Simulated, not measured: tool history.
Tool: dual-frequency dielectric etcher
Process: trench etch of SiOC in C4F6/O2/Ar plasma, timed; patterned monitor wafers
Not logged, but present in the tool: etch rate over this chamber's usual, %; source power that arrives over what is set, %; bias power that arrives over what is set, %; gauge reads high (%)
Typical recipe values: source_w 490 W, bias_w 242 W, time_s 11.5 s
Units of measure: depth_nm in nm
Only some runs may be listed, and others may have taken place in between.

| run | day | source_w | bias_w | time_s | wafers since the last listed run | hours since the last wet clean | hours since the last source power generator calibration | hours since the last bias power generator calibration | hours since the last upper electrode change | hours since the gauge calibration | read-back reference wafer on the same gauge, depth_nm | depth_nm |
|---|---|---|---|---|---|---|---|---|---|---|---|---|
| 1 | 0 | 570 | 242 | 9.5 | 0 | 259.7 | 2466.9 | 2172.5 | 4258.5 | 160.2 | 27.26 | 22.76 |
| 2 | 1.346 | 570 | 242 | 9.5 | 291 | 292 | 2499.2 | 2204.8 | 4290.8 | 192.5 | 27.3 | 22.83 |
| 3 | 2.446 | 570 | 242 | 9.5 | 238 | 318.4 | 2525.6 | 2231.2 | 4317.2 | 218.9 | 27.22 | 22.8 |
| 4 | 3.554 | 580 | 242 | 11.5 | 240 | 345 | 2552.2 | 2257.8 | 4343.8 | 245.5 | 27.19 | 27.86 |
| 5 | 4.342 | 580 | 242 | 11.5 | 170 | 363.9 | 2571.1 | 2276.7 | 4362.7 | 264.4 | 27.15 | 27.61 |
| 6 | 5.408 | 490 | 198 | 11.5 | 231 | 389.5 | 2596.7 | 2302.3 | 4388.3 | 290 | 27.16 | 23.94 |
| 7 | 6.438 | 490 | 242 | 11.5 | 222 | 414.2 | 2621.4 | 2327 | 4413 | 314.7 | 27.11 | 25.98 |
| 8 | 7.104 | 520 | 242 | 11.5 | 144 | 430.2 | 2637.4 | 2343 | 4429 | 330.7 | 27.08 | 26.73 |
| 9 | 7.708 | 490 | 242 | 11.5 | 130 | 444.7 | 2651.9 | 2357.5 | 4443.5 | 345.2 | 27.09 | 26 |
| 10 | 8.675 | 490 | 242 | 11.5 | 209 | 467.9 | 2675.1 | 2380.7 | 4466.7 | 368.4 | 27.06 | 25.88 |
| 11 | 9.375 | 490 | 242 | 11.5 | 151 | 484.7 | 2691.9 | 2397.5 | 4483.5 | 385.2 | 26.97 | 25.75 |
| 12 | 10.717 | 450 | 242 | 11.5 | 290 | 516.9 | 2724.1 | 2429.7 | 4515.7 | 417.4 | 26.96 | 25.21 |
|  | 11.333 | bias power generator calibrated |
| 13 | 12.025 | 450 | 242 | 11.5 | 247 | 548.3 | 2755.5 | 16.6 | 4547.1 | 448.8 | 26.88 | 24.95 |
|  | 13.25 | gauge calibrated |
|  | 13.642 | source power generator calibrated |
| 14 | 13.662 | 450 | 242 | 11.5 | 318 | 587.6 | 0.5 | 55.9 | 4586.4 | 9.9 | 27.35 | 25.48 |
|  | 15.838 | wet clean of the chamber |
| 15 | 17.321 | 490 | 213 | 11.5 | 575 | 35.6 | 88.3 | 143.7 | 4674.2 | 97.7 | 27.25 | 24.92 |
| 16 | 17.962 | 490 | 242 | 13.5 | 138 | 51 | 103.7 | 159.1 | 4689.6 | 113.1 | 27.25 | 30.68 |
| 17 | 18.812 | 450 | 242 | 11.5 | 184 | 71.4 | 124.1 | 179.5 | 4710 | 133.5 | 27.22 | 25.4 |
| 18 | 20.154 | 490 | 242 | 11.5 | 290 | 103.6 | 156.3 | 211.7 | 4742.2 | 165.7 | 27.28 | 26.29 |
| 19 | 21.512 | 490 | 198 | 11.5 | 294 | 136.2 | 188.9 | 244.3 | 4774.8 | 198.3 | 27.23 | 24.14 |
| 20 | 22.738 | 490 | 270 | 10 | 265 | 165.6 | 218.3 | 273.7 | 4804.2 | 227.7 | 27.19 | 23.66 |
| 21 | 24.038 | 390 | 197 | 11.5 | 281 | 196.8 | 249.5 | 304.9 | 4835.4 | 258.9 | 27.17 | 22.18 |
|  | 25.842 | upper electrode replaced |
| 22 | 28.204 | 530 | 262 | 15 | 685 | 296.8 | 349.5 | 404.9 | 56.7 | 358.9 | 27.01 | 35.94 |
| 23 | 29.238 | 600 | 292 | 11.5 | 223 | 321.6 | 374.3 | 429.7 | 81.5 | 383.7 | 26.93 | 30.04 |
| 24 | 29.9 | 490 | 194 | 9 | 143 | 337.5 | 390.2 | 445.6 | 97.4 | 399.6 | 26.98 | 18.49 |
| 25 | 30.6 | 440 | 203 | 11.5 | 151 | 354.3 | 407 | 462.4 | 114.2 | 416.4 | 26.9 | 23.15 |
| 26 | 31.471 | 580 | 257 | 11.5 | 188 | 375.2 | 427.9 | 483.3 | 135.1 | 437.3 | 26.87 | 28.12 |
| 27 | 32.483 | 380 | 242 | 13 | 219 | 399.5 | 452.2 | 507.6 | 159.4 | 461.6 | 26.82 | 26.57 |
|  | 33.2 | gauge calibrated |
| 28 | 33.383 | 600 | 274 | 11.5 | 194 | 421.1 | 473.8 | 529.2 | 181 | 4.4 | 27.31 | 29.42 |
| 29 | 33.912 | 490 | 242 | 11.5 | 114 | 433.8 | 486.5 | 541.9 | 193.7 | 17.1 | 27.26 | 26.04 |
| 30 | 35.371 | 550 | 271 | 9.5 | 315 | 468.8 | 521.5 | 576.9 | 228.7 | 52.1 | 27.31 | 23.61 |

Consider 4 possible next runs. They are alternatives, not a sequence: every one starts from the tool as it was left by run 30. What does each give?
| A | 35.388 | 490 | 242 | 11.5 | 3 | 469.2 | 521.9 | 577.3 | 229.1 | 52.5 | ? | ? |
| B | 35.388 | 420 | 194 | 9.5 | 3 | 469.2 | 521.9 | 577.3 | 229.1 | 52.5 | ? | ? |
| C | 35.388 | 440 | 209 | 14.5 | 3 | 469.2 | 521.9 | 577.3 | 229.1 | 52.5 | ? | ? |
| D | 35.388 | 560 | 285 | 9 | 3 | 469.2 | 521.9 | 577.3 | 229.1 | 52.5 | ? | ? |

| run | read-back reference wafer on the same gauge, depth_nm | depth_nm |
|---|---|---|
| A | 27.27 | 26.28 |
| B | 27.27 | 18.79 |
| C | 27.27 | 30.06 |
| D | 27.27 | 23.03 |
With no hidden state in the tool, these same runs would have given:
| run | depth_nm |
|---|---|
| A | 26.28 |
| B | 18.8 |
| C | 30.06 |
| D | 23.03 |
